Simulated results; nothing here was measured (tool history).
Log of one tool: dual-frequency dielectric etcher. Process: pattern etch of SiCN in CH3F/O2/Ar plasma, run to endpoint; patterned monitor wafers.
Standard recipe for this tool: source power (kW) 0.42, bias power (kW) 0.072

run	hour	source power (kW)	bias power (kW)	wafers since the last listed run	hours since the last wet clean	hours since the last source power generator calibration	hours since the last bias power generator calibration	hours since the last upper electrode change	incoming incoming film thickness, nm	endpoint time (s)
1	0	0.42	0.072	0	367.9	3853.4	3383.2	4900	7.28	20.3
2	9.7	0.42	0.072	111	377.6	3863.1	3392.9	4909.7	7.28	20.2
3	16.2	0.42	0.072	74	384.1	3869.6	3399.4	4916.2	7.32	20.4
4	30.3	0.42	0.072	161	398.2	3883.7	3413.5	4930.3	7.25	20.2
5	39.5	0.42	0.072	105	407.4	3892.9	3422.7	4939.5	7.19	20.1
6	47.9	0.42	0.072	96	415.8	3901.3	3431.1	4947.9	7.3	20.4
7	55.1	0.42	0.072	82	423	3908.5	3438.3	4955.1	7.36	20.5
8	65.6	0.42	0.072	120	433.5	3919	3448.8	4965.6	7.27	20.2
# hour 70.5: bias power generator calibrated
9	80.4	0.42	0.072	123	448.3	3933.8	9.9	4980.4	7.38	20.4
# hour 90.4: source power generator calibrated
10	95.2	0.42	0.072	123	463.1	4.8	24.7	4995.2	7.32	20.4
11	101.3	0.42	0.072	70	469.2	10.9	30.8	5001.3	7.33	20.4
12	111.3	0.42	0.072	114	479.2	20.9	40.8	5011.3	7.35	20.5
# hour 139.5: upper electrode replaced
# hour 156.3: wet clean of the chamber
13	156.8	0.42	0.072	54	0.5	66.4	86.3	17.3	7.32	20.4
14	157.1	0.42	0.072	3	0.8	66.7	86.6	17.6	7.25	20
15	157.4	0.42	0.072	3	1.1	67	86.9	17.9	7.33	20.4
16	157.8	0.42	0.072	4	1.5	67.4	87.3	18.3	7.32	20.4
17	164.6	0.42	0.072	78	8.3	74.2	94.1	25.1	7.32	20.3
18	174.2	0.39	0.059	110	17.9	83.8	103.7	34.7	7.32	23.3
19	181.1	0.36	0.06	79	24.8	90.7	110.6	41.6	7.41	24.5
20	195.4	0.42	0.088	164	39.1	105	124.9	55.9	7.21	18.3
21	212.7	0.42	0.063	198	56.4	122.3	142.2	73.2	7.41	22
22	224.6	0.42	0.072	136	68.3	134.2	154.1	85.1	7.26	20.2
23	234.6	0.48	0.057	114	78.3	144.2	164.1	95.1	7.26	20.8
24	245.1	0.39	0.088	120	88.8	154.7	174.6	105.6	7.33	19.5
25	253.6	0.42	0.072	97	97.3	163.2	183.1	114.1	7.25	20.2
26	259.9	0.39	0.079	72	103.6	169.5	189.4	120.4	7.38	20.6
27	277.7	0.42	0.067	204	121.4	187.3	207.2	138.2	7.3	21
28	291.1	0.47	0.062	153	134.8	200.7	220.6	151.6	7.25	20.4
29	301.6	0.52	0.072	120	145.3	211.2	231.1	162.1	7.26	18
30	310.2	0.42	0.072	98	153.9	219.8	239.7	170.7	7.3	20.3
31	321.5	0.42	0.06	129	165.2	231.1	251	182	7.32	22.1
32	334.2	0.42	0.072	145	177.9	243.8	263.7	194.7	7.29	20.3
33	342	0.34	0.072	89	185.7	251.6	271.5	202.5	7.35	23.4
34	357.7	0.49	0.072	180	201.4	267.3	287.2	218.2	7.26	18.5
35	364.5	0.5	0.084	78	208.2	274.1	294	225	7.33	17.3

For run 36, what comes out?
36	374.7	0.35	0.081	117	218.4	284.3	304.2	235.2	7.3	?

endpoint time (s): 21.4
On a tool with no hidden condition, and with the same random variation, this run would have come out at endpoint time (s) 21.4.
